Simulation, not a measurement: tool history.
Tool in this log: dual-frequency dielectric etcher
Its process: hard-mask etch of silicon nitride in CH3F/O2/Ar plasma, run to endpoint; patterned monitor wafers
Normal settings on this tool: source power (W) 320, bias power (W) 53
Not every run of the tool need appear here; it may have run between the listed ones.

run	hour	source power (W)	bias power (W)	wafers since the last listed run	hours since the last wet clean	hours since the last source power generator calibration	hours since the last bias power generator calibration	hours since the last upper electrode change	incoming incoming film thickness, nm	endpoint time (s)
1	0.0	320	53	0	219.2	2687.4	2707.4	1740.3	54.6	91.9
2	84.0	320	53	1280	303.2	2771.4	2791.4	1824.3	53.8	91.3
3	170.6	320	53	1320	389.8	2858.0	2878.0	1910.9	54.4	93.3
4	261.3	360	61	1382	480.5	2948.7	2968.7	2001.6	54.3	86.4
# hour 528.5: wet clean of the chamber
5	554.5	370	48	4103	26.0	3241.9	3261.9	2294.8	54.8	89.1
6	641.5	370	48	1326	113.0	3328.9	3348.9	2381.8	55.0	90.9
7	734.9	370	48	1423	206.4	3422.3	3442.3	2475.2	54.7	91.1
8	772.9	320	53	579	244.4	3460.3	3480.3	2513.2	54.4	91.2
9	865.6	320	53	1413	337.1	3553.0	3573.0	2605.9	55.3	93.0
10	954.3	320	53	1352	425.8	3641.7	3661.7	2694.6	54.9	94.4
# hour 1199.0: source power generator calibrated
11	1225.0	320	53	4065	696.5	26.0	3932.4	2965.3	54.6	95.6
# hour 1299.2: wet clean of the chamber
12	1299.7	320	53	772	0.5	100.7	4007.1	3040.0	54.7	90.5
13	1394.6	320	53	1446	95.4	195.6	4102.0	3134.9	54.0	89.7
# hour 1440.4: bias power generator calibrated
14	1488.8	320	53	1374	189.6	289.8	48.4	3229.1	54.8	91.7
15	1573.2	320	53	1286	274.0	374.2	132.8	3313.5	54.1	90.3
16	1651.4	380	53	1192	352.2	452.4	211.0	3391.7	54.8	89.1
17	1855.0	380	53	3103	555.8	656.0	414.6	3595.3	54.1	89.4
18	1911.4	320	53	859	612.2	712.4	471.0	3651.7	54.1	94.4
# hour 2019.8: wet clean of the chamber
19	2162.2	260	53	3457	142.4	963.2	721.8	3902.5	54.3	95.6
20	2265.3	290	46	1571	245.5	1066.3	824.9	4005.6	54.7	98.3
21	2444.7	320	48	2734	424.9	1245.7	1004.3	4185.0	55.4	97.6
22	2518.0	320	57	1117	498.2	1319.0	1077.6	4258.3	54.7	91.6
23	2600.4	270	47	1256	580.6	1401.4	1160.0	4340.7	54.3	102.2
# hour 2660.7: wet clean of the chamber
24	2661.2	290	53	560	0.5	1462.2	1220.8	4401.5	54.3	91.2
# hour 2691.9: upper electrode replaced
25	2765.3	290	49	1220	104.6	1566.3	1324.9	73.4	54.7	96.2
26	2802.2	280	41	562	141.5	1603.2	1361.8	110.3	54.6	101.6
27	2847.6	320	53	692	186.9	1648.6	1407.2	155.7	54.4	90.7
28	2940.0	320	41	1408	279.3	1741.0	1499.6	248.1	54.5	98.4
29	3038.0	320	53	1493	377.3	1839.0	1597.6	346.1	54.3	92.3
30	3122.8	390	46	1292	462.1	1923.8	1682.4	430.9	54.6	92.6
31	3179.1	320	53	858	518.4	1980.1	1738.7	487.2	54.5	93.6
32	3250.2	320	47	1083	589.5	2051.2	1809.8	558.3	54.9	97.9
# hour 3280.4: wet clean of the chamber
33	3299.2	320	53	381	18.8	2100.2	1858.8	607.3	54.1	89.1
34	3366.7	370	65	1028	86.3	2167.7	1926.3	674.8	54.9	82.9

Alternative continuations, all from the tool just after run 34; predict every row:
A	3367.1	320	63	6	86.7	2168.1	1926.7	675.2	54.7	?
B	3367.1	300	46	6	86.7	2168.1	1926.7	675.2	54.7	?
C	3367.1	380	58	6	86.7	2168.1	1926.7	675.2	54.7	?
D	3367.1	320	60	6	86.7	2168.1	1926.7	675.2	54.7	?

run	endpoint time (s)
A	85.9
B	95.5
C	84.2
D	87.1
The same runs, with their run-to-run variation unchanged, on a tool lacking any hidden condition would have given:
run	endpoint time (s)
A	85.2
B	94.7
C	83.5
D	86.4

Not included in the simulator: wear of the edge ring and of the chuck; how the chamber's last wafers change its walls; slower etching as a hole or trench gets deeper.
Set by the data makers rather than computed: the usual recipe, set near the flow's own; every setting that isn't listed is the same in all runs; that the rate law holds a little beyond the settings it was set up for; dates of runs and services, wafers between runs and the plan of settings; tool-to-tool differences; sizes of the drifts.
